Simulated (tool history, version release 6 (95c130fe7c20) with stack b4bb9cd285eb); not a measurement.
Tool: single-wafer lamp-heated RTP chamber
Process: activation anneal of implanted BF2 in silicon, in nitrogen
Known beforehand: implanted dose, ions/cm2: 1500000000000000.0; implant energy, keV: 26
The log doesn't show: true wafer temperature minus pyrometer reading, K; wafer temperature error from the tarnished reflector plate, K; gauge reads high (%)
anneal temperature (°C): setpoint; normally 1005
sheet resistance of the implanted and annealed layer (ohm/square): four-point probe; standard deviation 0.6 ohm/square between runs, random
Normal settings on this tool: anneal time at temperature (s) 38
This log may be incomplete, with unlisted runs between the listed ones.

run	hour	anneal temperature (°C)	anneal time at temperature (s)	wafers since the last listed run	wafers since the last pyrometer calibration	wafers since the reflector plate was cleaned	hours since the gauge calibration	read-back reference wafer on the same gauge, sheet resistance	sheet resistance of the implanted and annealed layer (ohm/square)
1	0.0	992	38	0	1243	1587	916.0	107.05	140.98
2	38.0	992	38	406	1649	1993	954.0	106.97	140.31
3	74.7	983	38	392	2042	2386	990.7	106.94	148.76
4	112.2	983	38	401	2443	2787	1028.2	106.93	147.06
5	207.9	983	38	1023	3467	3811	1123.9	106.99	145.93
6	251.5	1005	38	466	3933	4277	1167.5	106.89	123.59
7	297.2	1005	38	488	4422	4766	1213.2	107.09	121.36
# hour 320.7: pyrometer window cleaned and pyrometer calibrated
8	388.2	991	38	887	721	5654	1304.2	106.97	141.27
9	476.3	1005	38	942	1664	6596	1392.3	106.98	125.24
10	566.0	1005	38	959	2623	7556	1482.0	107.00	123.36
11	627.2	1005	38	654	3278	8210	1543.2	106.91	121.96
12	699.7	1005	38	775	4053	8986	1615.7	107.00	122.17
# hour 720.2: gauge calibrated
# hour 722.2: pyrometer window cleaned and pyrometer calibrated
13	776.4	1005	38	734	579	9721	56.2	106.97	126.52
14	829.3	1005	38	565	1145	10287	109.1	106.95	124.96
15	867.5	1015	38	408	1553	10695	147.3	107.07	114.90
16	933.2	1019	38	702	2256	11398	213.0	106.94	111.61
17	1003.8	989	32	755	3011	12153	283.6	106.93	140.20
18	1040.5	1013	27	392	3404	12546	320.3	107.06	121.24
# hour 1096.5: pyrometer window cleaned and pyrometer calibrated
19	1131.9	994	38	892	378	13438	411.7	107.07	134.70
# hour 1157.3: reflector plate cleaned
20	1181.2	989	38	441	820	256	461.0	106.96	145.23
21	1269.4	1005	38	943	1763	1199	549.2	107.02	126.58
22	1369.2	1005	38	1067	2831	2267	649.0	107.04	124.93
23	1458.2	1031	18	952	3783	3219	738.0	107.14	118.51
# hour 1522.0: pyrometer window cleaned and pyrometer calibrated
24	1525.9	987	38	638	41	3857	805.7	107.03	149.03
25	1579.4	1005	38	572	614	4430	859.2	107.05	128.16
26	1626.8	1023	24	507	1121	4937	906.6	106.95	121.78
27	1674.9	1005	38	514	1635	5451	954.7	107.04	126.50
28	1727.1	1005	38	558	2193	6009	1006.9	107.18	124.92
29	1798.9	1019	48	768	2961	6777	1078.7	106.92	109.18
30	1848.3	1005	20	528	3490	7306	1128.1	106.99	136.16
# hour 1881.0: pyrometer window cleaned and pyrometer calibrated
31	1889.0	1013	38	349	85	7656	1168.8	107.06	122.11
32	1971.7	1015	44	884	970	8540	1251.5	106.93	116.03
33	2033.6	1005	38	662	1632	9202	1313.4	106.96	125.55

The tool's hidden state at each run:
gauge reads high (%): 0 across all the runs
H1: true wafer temperature minus pyrometer reading, K
H2: wafer temperature error from the tarnished reflector plate, K
run	H1	H2
1	2.67	1.85
2	3.41	2.01
3	4.13	2.16
4	4.87	2.32
5	6.74	2.72
6	7.6	2.9
7	8.49	3.1
8	1.94	3.48
9	3.67	3.85
10	5.42	4.23
11	6.62	4.48
12	8.04	4.79
13	1.54	5.11
14	2.58	5.33
15	3.32	5.5
16	4.61	5.77
17	6	6.07
18	6.71	6.22
19	1.71	6.61
20	2.67	0.159
21	4.4	0.53
22	6.36	0.95
23	8.1	1.32
24	0.728	1.61
25	1.78	1.83
26	2.7	2.03
27	3.65	2.24
28	4.67	2.46
29	6.08	2.76
30	7.04	2.97
31	0.588	3.14
32	2.21	3.48
33	3.42	3.74
